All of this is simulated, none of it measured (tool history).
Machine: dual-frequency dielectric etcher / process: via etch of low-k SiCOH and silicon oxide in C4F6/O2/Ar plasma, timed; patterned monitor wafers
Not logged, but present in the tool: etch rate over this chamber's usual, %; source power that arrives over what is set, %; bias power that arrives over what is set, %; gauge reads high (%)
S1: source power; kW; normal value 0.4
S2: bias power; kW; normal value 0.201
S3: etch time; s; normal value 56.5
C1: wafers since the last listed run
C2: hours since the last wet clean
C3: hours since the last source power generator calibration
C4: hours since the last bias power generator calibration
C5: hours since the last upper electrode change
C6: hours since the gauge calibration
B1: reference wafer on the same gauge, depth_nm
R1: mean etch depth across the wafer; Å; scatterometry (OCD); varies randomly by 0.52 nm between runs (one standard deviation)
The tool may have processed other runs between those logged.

run    hour    S1     S2    S3    C1     C2      C3      C4      C5      C6     B1    R1
  1       0   0.4  0.201  56.5     0  395.9     0.5  4044.5  4541.1  1947.2  123.8  1450
  2    64.3   0.4  0.201    50   774  460.2    64.8  4108.8  4605.4  2011.5    124  1289
      132.7  -- upper electrode replaced
  3   159.1  0.45  0.201  56.5   852    555   159.6  4203.6    26.4  2106.3    124  1507
  4   224.7   0.4  0.201  56.5   789  620.6   225.2  4269.2      92  2171.9    124  1445
      285.3  -- wet clean of the chamber
  5   285.8   0.4  0.201  56.5   446    0.5   286.3  4330.3   153.1    2233  124.1  1455
  6   363.5  0.34  0.187  56.5   935   78.2     364    4408   230.8  2310.7  124.1  1324
      407.9  -- gauge calibrated
      414.6  -- bias power generator calibrated
  7   446.4  0.34  0.187  56.5   950  161.1   446.9    31.8   313.7    38.5    124  1295
  8   521.9   0.4  0.213  56.5   909  236.6   522.4   107.3   389.2     114  124.1  1461
  9   595.5   0.4  0.201  56.5   886  310.2     596   180.9   462.8   187.6    124  1420
 10   694.7  0.34  0.237    69  1194  409.4   695.2   280.1     562   286.8    124  1773
 11     795  0.34  0.152  56.5  1207  509.7   795.5   380.4   662.3   387.1    124  1178
      843.7  -- wet clean of the chamber
 12   844.2   0.4  0.201  64.5   303    0.5   844.7   429.6   711.5   436.3  123.9  1623
 13     930  0.45  0.248  70.5  1033   86.3   930.5   515.4   797.3   522.1    124  2040
 14   989.8  0.46  0.168    41   720  146.1   990.3   575.2   857.1   581.9    124  1000
 15  1057.7   0.4  0.201  56.5   817    214  1058.2   643.1     925   649.8    124  1432
 16  1130.8  0.48  0.216  65.5   880  287.1  1131.3   716.2   998.1   722.9  124.1  1832
 17  1218.5  0.32  0.201  56.5  1055  374.8    1219   803.9  1085.8   810.6  123.9  1327
 18  1316.5  0.31  0.201    47  1180  472.8    1317   901.9  1183.8   908.6  123.9  1094
 19  1366.7  0.32  0.201    67   604    523  1367.2   952.1    1234   958.8    124  1569
     1445.8  -- wet clean of the chamber
 20  1446.3  0.34  0.187  56.5   669    0.5  1446.8  1031.7  1313.6  1038.4    124  1314
 21    1512   0.4  0.201  56.5   791   66.2  1512.5  1097.4  1379.3  1104.1    124  1432
 22  1555.5   0.4  0.201  56.5   523  109.7    1556  1140.9  1422.8  1147.6  124.1  1435
 23  1654.2   0.4  0.201  56.5  1188  208.4  1654.7  1239.6  1521.5  1246.3    124  1436
 24  1702.6   0.4  0.175  56.5   582  256.8  1703.1    1288  1569.9  1294.7    124  1346
 25  1772.1  0.36  0.154  56.5   836  326.3  1772.6  1357.5  1639.4  1364.2    124  1219
 26  1815.6  0.34  0.162  56.5   523  369.8  1816.1    1401  1682.9  1407.7    124  1235
 27    1892   0.4  0.201  56.5   919  446.2  1892.5  1477.4  1759.3  1484.1    124  1445
 28  1929.3   0.4  0.201  56.5   449  483.5  1929.8  1514.7  1796.6  1521.4    124  1426
 29  1979.4   0.4  0.201  44.5   603  533.6  1979.9  1564.8  1846.7  1571.5  124.1  1133

Branching from run 29: 4 alternative next runs. What would each branch give?
  A  1979.8   0.4  0.201  56.5   4  534  1980.3  1565.2  1847.1  1571.9   ?   ?
  B  1979.8   0.4  0.226    47   4  534  1980.3  1565.2  1847.1  1571.9   ?   ?
  C  1979.8  0.34  0.249    65   4  534  1980.3  1565.2  1847.1  1571.9   ?   ?
  D  1979.8   0.4  0.201    68   4  534  1980.3  1565.2  1847.1  1571.9   ?   ?

run   B1    R1
  A  124  1443
  B  124  1268
  C  124  1739
  D  124  1737
With no hidden state in the tool, these same runs would have given:
run    R1
  A  1425
  B  1252
  C  1715
  D  1715
